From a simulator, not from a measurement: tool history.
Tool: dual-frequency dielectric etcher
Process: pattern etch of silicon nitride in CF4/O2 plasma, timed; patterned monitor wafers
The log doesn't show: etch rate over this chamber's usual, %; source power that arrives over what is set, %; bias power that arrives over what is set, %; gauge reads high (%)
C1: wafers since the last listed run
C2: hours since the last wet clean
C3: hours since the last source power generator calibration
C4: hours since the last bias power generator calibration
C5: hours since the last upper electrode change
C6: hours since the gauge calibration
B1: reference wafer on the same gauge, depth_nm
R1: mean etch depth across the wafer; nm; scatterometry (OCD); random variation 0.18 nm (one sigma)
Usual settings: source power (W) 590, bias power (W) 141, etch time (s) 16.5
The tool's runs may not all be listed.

Run 1, hour 0.0: usual settings but bias power (W) 130; C1 0; C2 397.7; C3 3016.1; C4 3575.0; C5 1762.1; C6 1735.8; B1 33.60. Result: R1 30.12 nm.
Run 2, hour 59.9: usual settings but bias power (W) 130; C1 542; C2 457.6; C3 3076.0; C4 3634.9; C5 1822.0; C6 1795.7; B1 33.55. Result: R1 29.97 nm.
Run 3, hour 167.2: usual settings; C1 970; C2 564.9; C3 3183.3; C4 3742.2; C5 1929.3; C6 1903.0; B1 33.68. Result: R1 30.18 nm.
Run 4, hour 232.8: usual settings; C1 593; C2 630.5; C3 3248.9; C4 3807.8; C5 1994.9; C6 1968.6; B1 33.62. Result: R1 30.74 nm.
At hour 295.8: wet clean of the chamber.
At hour 317.1: upper electrode replaced.
Run 5, hour 317.6: usual settings; C1 357; C2 21.8; C3 3333.7; C4 3892.6; C5 0.5; C6 2053.4; B1 33.58. Result: R1 30.50 nm.
Run 6, hour 390.6: usual settings; C1 660; C2 94.8; C3 3406.7; C4 3965.6; C5 73.5; C6 2126.4; B1 33.60. Result: R1 30.39 nm.
Run 7, hour 496.5: usual settings but source power (W) 500, bias power (W) 114, etch time (s) 20.0; C1 958; C2 200.7; C3 3512.6; C4 4071.5; C5 179.4; C6 2232.3; B1 33.57. Result: R1 30.93 nm.
Run 8, hour 576.4: usual settings but bias power (W) 170, etch time (s) 13.0; C1 723; C2 280.6; C3 3592.5; C4 4151.4; C5 259.3; C6 2312.2; B1 33.60. Result: R1 25.05 nm.
Run 9, hour 687.0: usual settings but source power (W) 530, bias power (W) 152, etch time (s) 11.5; C1 1000; C2 391.2; C3 3703.1; C4 4262.0; C5 369.9; C6 2422.8; B1 33.65. Result: R1 19.97 nm.
At hour 746.3: gauge calibrated.
Run 10, hour 781.7: usual settings; C1 856; C2 485.9; C3 3797.8; C4 4356.7; C5 464.6; C6 35.4; B1 33.58. Result: R1 30.35 nm.
Run 11, hour 826.6: usual settings but source power (W) 730, bias power (W) 158, etch time (s) 20.5; C1 406; C2 530.8; C3 3842.7; C4 4401.6; C5 509.5; C6 80.3; B1 33.55. Result: R1 46.49 nm.
Run 12, hour 931.4: usual settings but source power (W) 500, bias power (W) 124, etch time (s) 14.0; C1 948; C2 635.6; C3 3947.5; C4 4506.4; C5 614.3; C6 185.1; B1 33.53. Result: R1 21.98 nm.
Run 13, hour 1021.2: usual settings but bias power (W) 114; C1 812; C2 725.4; C3 4037.3; C4 4596.2; C5 704.1; C6 274.9; B1 33.59. Result: R1 28.92 nm.
At hour 1054.3: wet clean of the chamber.
Run 14, hour 1097.7: usual settings but bias power (W) 174; C1 475; C2 43.4; C3 4113.8; C4 4672.7; C5 780.6; C6 351.4; B1 33.54. Result: R1 32.12 nm.
Run 15, hour 1327.7: usual settings; C1 2081; C2 273.4; C3 4343.8; C4 4902.7; C5 1010.6; C6 581.4; B1 33.58. Result: R1 30.63 nm.
At hour 1387.4: bias power generator calibrated.
Run 16, hour 1420.2: usual settings; C1 800; C2 365.9; C3 4436.3; C4 32.8; C5 1103.1; C6 673.9; B1 33.62. Result: R1 30.91 nm.
Run 17, hour 1508.1: usual settings but source power (W) 730, bias power (W) 162, etch time (s) 20.0; C1 795; C2 453.8; C3 4524.2; C4 120.7; C5 1191.0; C6 761.8; B1 33.58. Result: R1 45.26 nm.
At hour 1521.1: source power generator calibrated.
Run 18, hour 1577.7: usual settings; C1 593; C2 523.4; C3 56.6; C4 190.3; C5 1260.6; C6 831.4; B1 33.53. Result: R1 31.53 nm.
At hour 1657.8: wet clean of the chamber.
Run 19, hour 1658.3: usual settings but source power (W) 640, bias power (W) 155, etch time (s) 20.5; C1 512; C2 0.5; C3 137.2; C4 270.9; C5 1341.2; C6 912.0; B1 33.58. Result: R1 42.80 nm.
Run 20, hour 1727.2: usual settings but source power (W) 680, bias power (W) 156, etch time (s) 19.0; C1 623; C2 69.4; C3 206.1; C4 339.8; C5 1410.1; C6 980.9; B1 33.60. Result: R1 41.59 nm.
Run 21, hour 1791.1: usual settings; C1 578; C2 133.3; C3 270.0; C4 403.7; C5 1474.0; C6 1044.8; B1 33.55. Result: R1 31.58 nm.
Run 22, hour 1871.1: usual settings but source power (W) 510; C1 723; C2 213.3; C3 350.0; C4 483.7; C5 1554.0; C6 1124.8; B1 33.59. Result: R1 28.24 nm.
Run 23, hour 1961.6: usual settings; C1 818; C2 303.8; C3 440.5; C4 574.2; C5 1644.5; C6 1215.3; B1 33.61. Result: R1 31.41 nm.
Run 24, hour 2006.6: usual settings but source power (W) 520, etch time (s) 12.5; C1 407; C2 348.8; C3 485.5; C4 619.2; C5 1689.5; C6 1260.3; B1 33.61. Result: R1 21.51 nm.
Run 25, hour 2055.3: usual settings but source power (W) 530, bias power (W) 155, etch time (s) 11.5; C1 440; C2 397.5; C3 534.2; C4 667.9; C5 1738.2; C6 1309.0; B1 33.62. Result: R1 20.50 nm.
Run 26, hour 2091.8: usual settings but source power (W) 510; C1 330; C2 434.0; C3 570.7; C4 704.4; C5 1774.7; C6 1345.5; B1 33.59. Result: R1 27.99 nm.
Run 27, hour 2165.2: usual settings but bias power (W) 159; C1 664; C2 507.4; C3 644.1; C4 777.8; C5 1848.1; C6 1418.9; B1 33.64. Result: R1 32.50 nm.
Run 28, hour 2267.8: usual settings but source power (W) 700, bias power (W) 173, etch time (s) 14.5; C1 928; C2 610.0; C3 746.7; C4 880.4; C5 1950.7; C6 1521.5; B1 33.65. Result: R1 33.13 nm.
Run 29, hour 2351.0: usual settings but source power (W) 640, etch time (s) 13.5; C1 752; C2 693.2; C3 829.9; C4 963.6; C5 2033.9; C6 1604.7; B1 33.66. Result: R1 27.00 nm.

5 ways to go on from here, each from the tool as it stands after run 29. What would each give?
Run A, hour 2351.4: usual settings; C1 3; C2 693.6; C3 830.3; C4 964.0; C5 2034.3; C6 1605.1; B1 ?. Result: R1 ?.
Run B, hour 2351.4: usual settings but source power (W) 490, bias power (W) 111; C1 3; C2 693.6; C3 830.3; C4 964.0; C5 2034.3; C6 1605.1; B1 ?. Result: R1 ?.
Run C, hour 2351.4: usual settings but etch time (s) 19.5; C1 3; C2 693.6; C3 830.3; C4 964.0; C5 2034.3; C6 1605.1; B1 ?. Result: R1 ?.
Run D, hour 2351.4: usual settings but bias power (W) 109, etch time (s) 18.0; C1 3; C2 693.6; C3 830.3; C4 964.0; C5 2034.3; C6 1605.1; B1 ?. Result: R1 ?.
Run E, hour 2351.4: usual settings but bias power (W) 155, etch time (s) 14.5; C1 3; C2 693.6; C3 830.3; C4 964.0; C5 2034.3; C6 1605.1; B1 ?. Result: R1 ?.

run     B1     R1
  A  33.62  31.06
  B  33.62  25.32
  C  33.62  36.70
  D  33.62  31.70
  E  33.62  28.02
Without the tool's hidden state the same runs would have given:
run     R1
  A  31.71
  B  25.85
  C  37.47
  D  32.36
  E  28.61

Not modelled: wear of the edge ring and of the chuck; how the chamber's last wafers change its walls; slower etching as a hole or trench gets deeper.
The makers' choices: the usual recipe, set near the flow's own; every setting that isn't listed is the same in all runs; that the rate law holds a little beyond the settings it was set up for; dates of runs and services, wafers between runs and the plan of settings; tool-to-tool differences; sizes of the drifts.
